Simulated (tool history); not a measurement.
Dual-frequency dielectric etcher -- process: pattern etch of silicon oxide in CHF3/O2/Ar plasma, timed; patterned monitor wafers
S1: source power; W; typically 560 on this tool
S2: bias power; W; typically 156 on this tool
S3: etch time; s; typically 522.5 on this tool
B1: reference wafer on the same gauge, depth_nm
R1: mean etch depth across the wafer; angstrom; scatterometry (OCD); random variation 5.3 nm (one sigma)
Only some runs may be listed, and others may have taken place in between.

| run | hour | S1 | S2 | S3 | B1 | R1 |
|---|---|---|---|---|---|---|
| 1 | 0 | 560 | 156 | 522.5 | 827 | 9313 |
| 2 | 32.3 | 560 | 156 | 522.5 | 827.6 | 9211 |
|  | 41.6 | gauge calibrated |
| 3 | 62.4 | 560 | 156 | 522.5 | 828.9 | 9270 |
| 4 | 90.7 | 560 | 156 | 522.5 | 827 | 9331 |
| 5 | 123.1 | 480 | 156 | 522.5 | 828 | 8431 |
| 6 | 157.5 | 480 | 156 | 522.5 | 827.7 | 8401 |
| 7 | 191.3 | 560 | 156 | 522.5 | 829 | 9306 |
| 8 | 216.5 | 560 | 156 | 522.5 | 828.3 | 9288 |
| 9 | 233.6 | 560 | 156 | 522.5 | 828 | 9374 |
|  | 255.8 | bias power generator calibrated |
| 10 | 257 | 560 | 156 | 522.5 | 826.8 | 9305 |
| 11 | 272.9 | 560 | 156 | 522.5 | 828.4 | 9274 |
| 12 | 297.5 | 560 | 156 | 467.5 | 828.7 | 8290 |
| 13 | 317.1 | 560 | 156 | 522.5 | 828.2 | 9259 |
|  | 383.9 | source power generator calibrated |
| 14 | 396.4 | 560 | 123 | 522.5 | 827.2 | 8276 |
|  | 402.8 | gauge calibrated |
| 15 | 428.3 | 560 | 119 | 522.5 | 828.4 | 8187 |
| 16 | 462.5 | 560 | 156 | 522.5 | 829.6 | 9342 |
|  | 487.8 | upper electrode replaced |
|  | 494.6 | wet clean of the chamber |
| 17 | 495.1 | 500 | 156 | 522.5 | 828.6 | 8709 |
| 18 | 512.8 | 700 | 194 | 522.5 | 828.8 | 11611 |
| 19 | 525.1 | 560 | 156 | 522.5 | 827.5 | 9348 |
| 20 | 558 | 560 | 156 | 522.5 | 828.6 | 9237 |
| 21 | 593.8 | 610 | 156 | 620.5 | 827 | 11611 |
| 22 | 610.9 | 560 | 156 | 657.5 | 828.2 | 11769 |
| 23 | 640.7 | 670 | 127 | 522.5 | 828.8 | 9510 |
| 24 | 666.6 | 560 | 119 | 522.5 | 827.8 | 8149 |
| 25 | 688.6 | 620 | 191 | 678.5 | 829.1 | 14067 |

Here are 4 independent what-if runs from the current tool condition. What would each one return?
| A | 689.2 | 560 | 156 | 370.5 | ? | ? |
| B | 689.2 | 560 | 156 | 451 | ? | ? |
| C | 689.2 | 560 | 128 | 454.5 | ? | ? |
| D | 689.2 | 560 | 128 | 522.5 | ? | ? |

| run | B1 | R1 |
|---|---|---|
| A | 828.8 | 6522 |
| B | 828.8 | 7939 |
| C | 828.8 | 7298 |
| D | 828.8 | 8389 |
Had the tool no hidden state, the same runs would have come out as:
| run | R1 |
|---|---|
| A | 6522 |
| B | 7939 |
| C | 7298 |
| D | 8389 |
